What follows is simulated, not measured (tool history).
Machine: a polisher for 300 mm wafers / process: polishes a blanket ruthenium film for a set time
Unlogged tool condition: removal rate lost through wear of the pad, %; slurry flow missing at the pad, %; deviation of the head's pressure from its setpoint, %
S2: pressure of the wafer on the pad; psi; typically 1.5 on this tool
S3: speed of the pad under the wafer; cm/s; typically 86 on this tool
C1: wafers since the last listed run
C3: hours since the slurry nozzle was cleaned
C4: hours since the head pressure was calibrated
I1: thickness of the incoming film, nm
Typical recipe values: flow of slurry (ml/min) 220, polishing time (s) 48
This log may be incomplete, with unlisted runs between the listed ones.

Run 1, hour 0.0: usual settings; C1 0; wafers polished on this pad 1840; C3 181.3; C4 125.2; I1 437.4. Result: film removed (Å) 397.
At hour 50.3: worn pad replaced by a new one.
Run 2, hour 69.5: usual settings; C1 596; wafers polished on this pad 175; C3 250.8; C4 194.7; I1 431.7. Result: film removed (Å) 390.
Run 3, hour 141.2: usual settings; C1 653; wafers polished on this pad 828; C3 322.5; C4 266.4; I1 438.4. Result: film removed (Å) 393.
Run 4, hour 207.3: usual settings; C1 602; wafers polished on this pad 1430; C3 388.6; C4 332.5; I1 436.9. Result: film removed (Å) 387.
Run 5, hour 256.6: usual settings; C1 449; wafers polished on this pad 1880; C3 437.9; C4 381.8; I1 441.7. Result: film removed (Å) 395.
Run 6, hour 298.3: usual settings; C1 379; wafers polished on this pad 2260; C3 479.6; C4 423.5; I1 434.4. Result: film removed (Å) 392.
At hour 316.8: worn pad replaced by a new one.
Run 7, hour 355.3: usual settings but S2 1.1 psi; C1 482; wafers polished on this pad 351; C3 536.6; C4 480.5; I1 437.6. Result: film removed (Å) 310.
Run 8, hour 413.1: usual settings; C1 526; wafers polished on this pad 877; C3 594.4; C4 538.3; I1 444.2. Result: film removed (Å) 380.
Run 9, hour 510.1: usual settings; C1 883; wafers polished on this pad 1761; C3 691.4; C4 635.3; I1 430.7. Result: film removed (Å) 380.
At hour 534.9: slurry nozzle cleaned.
At hour 540.8: worn pad replaced by a new one.
Run 10, hour 579.5: usual settings but flow of slurry (ml/min) 270, S2 1.4 psi, polishing time (s) 54; C1 586; wafers polished on this pad 352; C3 44.6; C4 704.7; I1 436.4. Result: film removed (Å) 403.
At hour 610.1: head pressure recalibrated.
Run 11, hour 665.3: usual settings but flow of slurry (ml/min) 295, S2 1.7 psi, S3 108 cm/s, polishing time (s) 52; C1 763; wafers polished on this pad 1116; C3 130.4; C4 55.2; I1 432.4. Result: film removed (Å) 607.
Run 12, hour 750.9: usual settings; C1 780; wafers polished on this pad 1896; C3 216.0; C4 140.8; I1 442.4. Result: film removed (Å) 395.
At hour 785.4: worn pad replaced by a new one.
Run 13, hour 847.2: usual settings but flow of slurry (ml/min) 250, S2 2.0 psi, S3 76 cm/s; C1 841; wafers polished on this pad 563; C3 312.3; C4 237.1; I1 435.1. Result: film removed (Å) 439.
Run 14, hour 929.2: usual settings but S3 98 cm/s, polishing time (s) 36; C1 747; wafers polished on this pad 1310; C3 394.3; C4 319.1; I1 441.6. Result: film removed (Å) 318.
Run 15, hour 1020.2: usual settings; C1 829; wafers polished on this pad 2139; C3 485.3; C4 410.1; I1 445.3. Result: film removed (Å) 380.
At hour 1058.8: worn pad replaced by a new one.
Run 16, hour 1097.7: usual settings; C1 669; wafers polished on this pad 354; C3 562.8; C4 487.6; I1 432.4. Result: film removed (Å) 383.
Run 17, hour 1178.2: usual settings but S2 1.1 psi, S3 104 cm/s, polishing time (s) 60; C1 733; wafers polished on this pad 1087; C3 643.3; C4 568.1; I1 446.4. Result: film removed (Å) 462.
Run 18, hour 1240.3: usual settings but S3 96 cm/s, polishing time (s) 39; C1 565; wafers polished on this pad 1653; C3 705.4; C4 630.2; I1 438.6. Result: film removed (Å) 333.

Each row is a separate what-if for the run after 18, all from the same tool condition, not one after another. Results?
Run A, hour 1240.7: usual settings but polishing time (s) 56; C1 3; wafers polished on this pad 1657; C3 705.8; C4 630.6; I1 443.3. Result: film removed (Å) ?.
Run B, hour 1240.7: usual settings but S2 1.7 psi; C1 3; wafers polished on this pad 1657; C3 705.8; C4 630.6; I1 443.3. Result: film removed (Å) ?.
Run C, hour 1240.7: usual settings but flow of slurry (ml/min) 195, S2 1.9 psi, S3 98 cm/s; C1 3; wafers polished on this pad 1657; C3 705.8; C4 630.6; I1 443.3. Result: film removed (Å) ?.
Run D, hour 1240.7: usual settings but flow of slurry (ml/min) 255, S2 1.3 psi, S3 94 cm/s; C1 3; wafers polished on this pad 1657; C3 705.8; C4 630.6; I1 443.3. Result: film removed (Å) ?.

run  film removed (Å)
  A               442
  B               414
  C               499
  D               379
With the hidden condition removed and each run's random variation left untouched, the same runs would have given:
run  film removed (Å)
  A               471
  B               441
  C               532
  D               405

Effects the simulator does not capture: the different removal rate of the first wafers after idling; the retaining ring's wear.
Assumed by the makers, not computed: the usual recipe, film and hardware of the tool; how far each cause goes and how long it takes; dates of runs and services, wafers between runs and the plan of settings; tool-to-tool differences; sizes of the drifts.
